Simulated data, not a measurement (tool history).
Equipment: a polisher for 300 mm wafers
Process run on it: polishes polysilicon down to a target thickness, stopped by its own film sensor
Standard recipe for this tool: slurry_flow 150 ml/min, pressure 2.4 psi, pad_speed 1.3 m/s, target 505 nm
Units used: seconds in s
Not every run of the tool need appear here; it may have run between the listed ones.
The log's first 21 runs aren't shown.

run,day,slurry_flow,pressure,pad_speed,target,"incoming thickness of the incoming film, nm",seconds
22,22.012,150,2.4,1.3,505,956.8,52.7
23,23.4,150,2.4,1.46,559,949.5,42.1
24,23.992,150,2.4,1.3,505,956.8,53.3
25,24.633,150,2.8,1.3,376,976.5,65.6
26,25.412,175,2.4,1.3,505,960.6,54.3
# day 26.2: slurry nozzle cleaned
27,26.338,150,1.7,1.14,626,965.6,50.9
# day 27.262: worn pad replaced by a new one
28,27.292,150,2.8,1.02,382,970.9,66.4
29,27.954,170,2.7,1.3,432,980.3,53.1
30,28.796,150,2.4,1.3,505,969.6,50.2
31,30.05,150,2.4,1.3,505,972.5,52.7
32,30.975,185,2.4,1.3,505,948.3,49.7
33,31.954,105,3.2,1.3,505,962.7,47.2
34,32.65,150,2.4,1.3,460,950.1,57.9

What does the tool deliver on the next run?
35,34.146,175,2.1,1.3,443,955.3,?

Run 35 measured seconds 65.4 s.
The same run, on a tool lacking any hidden state, would have yielded seconds 54.9 s.
